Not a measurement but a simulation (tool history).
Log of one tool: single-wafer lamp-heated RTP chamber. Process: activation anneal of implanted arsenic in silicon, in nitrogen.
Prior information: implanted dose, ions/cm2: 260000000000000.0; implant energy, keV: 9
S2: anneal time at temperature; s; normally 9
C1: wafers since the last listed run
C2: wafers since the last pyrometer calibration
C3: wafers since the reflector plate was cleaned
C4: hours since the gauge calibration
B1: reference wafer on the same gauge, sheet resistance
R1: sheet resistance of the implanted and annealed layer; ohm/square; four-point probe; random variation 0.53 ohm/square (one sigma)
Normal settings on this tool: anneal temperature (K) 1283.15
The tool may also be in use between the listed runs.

Run 1, hour 0: usual settings; C1 0; C2 4992; C3 6029; C4 2471.8; B1 378.92. Result: R1 348.57 ohm/square.
Run 2, hour 37.1: usual settings; C1 486; C2 5478; C3 6515; C4 2508.9; B1 379.1. Result: R1 347.59 ohm/square.
At hour 103.7: reflector plate cleaned.
Run 3, hour 104.8: usual settings; C1 782; C2 6261; C3 14; C4 2576.6; B1 379.03. Result: R1 348.47 ohm/square.
Run 4, hour 150.9: usual settings; C1 604; C2 6865; C3 618; C4 2622.7; B1 379.04. Result: R1 347.6 ohm/square.
At hour 181.8: pyrometer window cleaned and pyrometer calibrated.
Run 5, hour 231.3: usual settings; C1 948; C2 648; C3 1567; C4 2703.1; B1 378.96. Result: R1 349.24 ohm/square.
Run 6, hour 285.5: usual settings; C1 710; C2 1358; C3 2277; C4 2757.3; B1 379.08. Result: R1 349.64 ohm/square.
Run 7, hour 370.7: usual settings; C1 1116; C2 2475; C3 3394; C4 2842.5; B1 378.86. Result: R1 350.51 ohm/square.
Run 8, hour 465.1: usual settings; C1 1237; C2 3713; C3 4632; C4 2936.9; B1 379.11. Result: R1 349.36 ohm/square.
Run 9, hour 565.1: usual settings; C1 1310; C2 5023; C3 5942; C4 3036.9; B1 379.17. Result: R1 349 ohm/square.
Run 10, hour 661: usual settings but anneal temperature (K) 1270.15; C1 1257; C2 6280; C3 7199; C4 3132.8; B1 378.92. Result: R1 351.66 ohm/square.
At hour 694.7: reflector plate cleaned.
At hour 823: pyrometer window cleaned and pyrometer calibrated.
Run 11, hour 881.4: usual settings but anneal temperature (K) 1270.15; C1 2679; C2 765; C3 2341; C4 3353.2; B1 379.16. Result: R1 352.39 ohm/square.
Run 12, hour 984.3: usual settings but anneal temperature (K) 1277.15, S2 13 s; C1 1348; C2 2114; C3 3690; C4 3456.1; B1 379.05. Result: R1 347.9 ohm/square.
Run 13, hour 1041.1: usual settings but anneal temperature (K) 1270.15, S2 11 s; C1 744; C2 2858; C3 4435; C4 3512.9; B1 379.03. Result: R1 349.82 ohm/square.
Run 14, hour 1077.9: usual settings but anneal temperature (K) 1270.15, S2 11 s; C1 482; C2 3341; C3 4917; C4 3549.7; B1 378.99. Result: R1 349.36 ohm/square.
Run 15, hour 1141: usual settings but anneal temperature (K) 1294.15, S2 12 s; C1 827; C2 4168; C3 5744; C4 3612.8; B1 378.98. Result: R1 344.65 ohm/square.
Run 16, hour 1185.3: usual settings; C1 580; C2 4748; C3 6325; C4 3657.1; B1 379.04. Result: R1 349.23 ohm/square.
At hour 1235.9: reflector plate cleaned.
Run 17, hour 1248.2: usual settings but anneal temperature (K) 1305.15, S2 11 s; C1 719; C2 5468; C3 160; C4 3720; B1 379.01. Result: R1 341.92 ohm/square.
At hour 1261.4: gauge calibrated.
Run 18, hour 1297.6: usual settings but S2 5 s; C1 647; C2 6115; C3 808; C4 36.2; B1 378.88. Result: R1 353.57 ohm/square.
Run 19, hour 1345.2: usual settings; C1 623; C2 6739; C3 1432; C4 83.8; B1 379.18. Result: R1 348.13 ohm/square.
At hour 1369.8: pyrometer window cleaned and pyrometer calibrated.
Run 20, hour 1440.5: usual settings but anneal temperature (K) 1264.15, S2 12 s; C1 1144; C2 926; C3 2576; C4 179.1; B1 379.01. Result: R1 350.55 ohm/square.
Run 21, hour 1520: usual settings but anneal temperature (K) 1303.15, S2 5 s; C1 1042; C2 1968; C3 3618; C4 258.6; B1 379.1. Result: R1 350.39 ohm/square.
Run 22, hour 1609.1: usual settings; C1 1167; C2 3136; C3 4786; C4 347.7; B1 379.07. Result: R1 348.54 ohm/square.
Run 23, hour 1680.8: usual settings; C1 939; C2 4075; C3 5726; C4 419.4; B1 379.03. Result: R1 348.81 ohm/square.
Run 24, hour 1746.2: usual settings; C1 857; C2 4933; C3 6583; C4 484.8; B1 379.09. Result: R1 349.57 ohm/square.
Run 25, hour 1851.3: usual settings but S2 11 s; C1 1377; C2 6310; C3 7961; C4 589.9; B1 378.79. Result: R1 346.73 ohm/square.
Run 26, hour 1911.2: usual settings; C1 785; C2 7095; C3 8746; C4 649.8; B1 378.95. Result: R1 347.81 ohm/square.
At hour 1930.8: reflector plate cleaned.
Run 27, hour 1963: usual settings; C1 574; C2 7669; C3 422; C4 701.6; B1 378.91. Result: R1 348.17 ohm/square.
At hour 1989.6: pyrometer window cleaned and pyrometer calibrated.
Run 28, hour 2106.1: usual settings but anneal temperature (K) 1259.15; C1 1770; C2 1527; C3 2192; C4 844.7; B1 379.03. Result: R1 353.64 ohm/square.
Run 29, hour 2146.1: usual settings but anneal temperature (K) 1258.15, S2 7 s; C1 524; C2 2051; C3 2717; C4 884.7; B1 378.92. Result: R1 355.02 ohm/square.
Run 30, hour 2188.1: usual settings but anneal temperature (K) 1300.15, S2 5 s; C1 550; C2 2601; C3 3267; C4 926.7; B1 379.07. Result: R1 350.42 ohm/square.
Run 31, hour 2239: usual settings but anneal temperature (K) 1265.15, S2 4 s; C1 667; C2 3269; C3 3934; C4 977.6; B1 378.81. Result: R1 357.43 ohm/square.
Run 32, hour 2324.2: usual settings but anneal temperature (K) 1269.15, S2 14 s; C1 1116; C2 4385; C3 5051; C4 1062.8; B1 379.11. Result: R1 347.2 ohm/square.
Run 33, hour 2403.6: usual settings but S2 12 s; C1 1040; C2 5426; C3 6092; C4 1142.2; B1 379.04. Result: R1 345.86 ohm/square.
Run 34, hour 2489.4: usual settings but anneal temperature (K) 1270.15, S2 13 s; C1 1124; C2 6551; C3 7216; C4 1228; B1 379.02. Result: R1 348.22 ohm/square.

Run 35 has not been measured yet. What should we expect?
At hour 2534: pyrometer window cleaned and pyrometer calibrated.
At hour 2570.6: reflector plate cleaned.
Run 35, hour 2571.1: usual settings but anneal temperature (K) 1304.15, S2 11 s; C1 861; C2 381; C3 6; C4 1309.7; B1 ?. Result: R1 ?.

Run 35 produced B1 378.99, R1 344 ohm/square.
If the tool had no hidden condition, the same run with the same run-to-run variation would have returned R1 344.62 ohm/square.
